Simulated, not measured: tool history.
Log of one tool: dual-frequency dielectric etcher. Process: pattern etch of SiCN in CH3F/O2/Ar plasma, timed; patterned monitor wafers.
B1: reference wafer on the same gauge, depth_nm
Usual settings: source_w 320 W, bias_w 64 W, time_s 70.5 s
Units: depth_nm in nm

Run 1, hour 0.0: usual settings; B1 20.12. Result: depth_nm 24.46 nm.
Run 2, hour 16.0: usual settings; B1 20.11. Result: depth_nm 24.63 nm.
Run 3, hour 36.4: usual settings; B1 20.11. Result: depth_nm 24.72 nm.
Run 4, hour 62.6: usual settings but source_w 370 W; B1 20.13. Result: depth_nm 25.82 nm.
Run 5, hour 78.9: usual settings; B1 20.08. Result: depth_nm 24.59 nm.
Run 6, hour 103.7: usual settings; B1 20.11. Result: depth_nm 24.32 nm.
At hour 131.7: gauge calibrated.
Run 7, hour 134.5: usual settings; B1 20.09. Result: depth_nm 24.38 nm.
Run 8, hour 158.9: usual settings but time_s 59.5 s; B1 20.11. Result: depth_nm 20.44 nm.
Run 9, hour 171.9: usual settings; B1 20.09. Result: depth_nm 24.18 nm.
Run 10, hour 188.5: usual settings; B1 20.10. Result: depth_nm 24.14 nm.
Run 11, hour 222.1: usual settings; B1 20.15. Result: depth_nm 24.27 nm.
Run 12, hour 237.9: usual settings; B1 20.09. Result: depth_nm 24.29 nm.
Run 13, hour 267.3: usual settings but source_w 380 W; B1 20.12. Result: depth_nm 25.78 nm.
Run 14, hour 279.8: usual settings but source_w 380 W; B1 20.05. Result: depth_nm 25.66 nm.
Run 15, hour 295.2: usual settings but bias_w 75 W, time_s 61.5 s; B1 20.08. Result: depth_nm 22.08 nm.
At hour 304.9: source power generator calibrated.
Run 16, hour 315.4: usual settings; B1 20.08. Result: depth_nm 23.69 nm.
Run 17, hour 333.4: usual settings but source_w 380 W, bias_w 60 W; B1 20.10. Result: depth_nm 25.08 nm.
Run 18, hour 348.7: usual settings but source_w 290 W, bias_w 51 W, time_s 89.5 s; B1 20.07. Result: depth_nm 26.83 nm.
Run 19, hour 377.7: usual settings but source_w 260 W, bias_w 59 W, time_s 89.0 s; B1 20.13. Result: depth_nm 27.04 nm.
Run 20, hour 406.2: usual settings but bias_w 54 W, time_s 78.5 s; B1 20.11. Result: depth_nm 24.88 nm.
Run 21, hour 438.8: usual settings but source_w 290 W, bias_w 51 W, time_s 89.5 s; B1 20.08. Result: depth_nm 26.58 nm.
Run 22, hour 454.3: usual settings but source_w 270 W; B1 20.08. Result: depth_nm 22.16 nm.
At hour 496.3: wet clean of the chamber.
Run 23, hour 496.8: usual settings but bias_w 72 W; B1 20.05. Result: depth_nm 25.84 nm.
At hour 526.0: upper electrode replaced.
Run 24, hour 526.5: usual settings; B1 20.09. Result: depth_nm 25.02 nm.
Run 25, hour 549.6: usual settings but source_w 370 W, bias_w 69 W; B1 20.12. Result: depth_nm 27.06 nm.
Run 26, hour 568.1: usual settings but time_s 50.0 s; B1 20.11. Result: depth_nm 17.79 nm.
At hour 597.0: gauge calibrated.
At hour 641.2: bias power generator calibrated.
Run 27, hour 643.3: usual settings; B1 20.05. Result: depth_nm 24.69 nm.
Run 28, hour 744.5: usual settings; B1 20.08. Result: depth_nm 24.61 nm.
Run 29, hour 774.7: usual settings but source_w 250 W, time_s 82.5 s; B1 20.16. Result: depth_nm 25.72 nm.

The next listed run, before its measurement:
Run 30, hour 797.3: usual settings; B1 ?. Result: depth_nm ?.

{"run 30": {"B1": 20.07, "depth_nm": 24.42}}
Without the tool's hidden state the same run would have given depth_nm 24.92 nm.
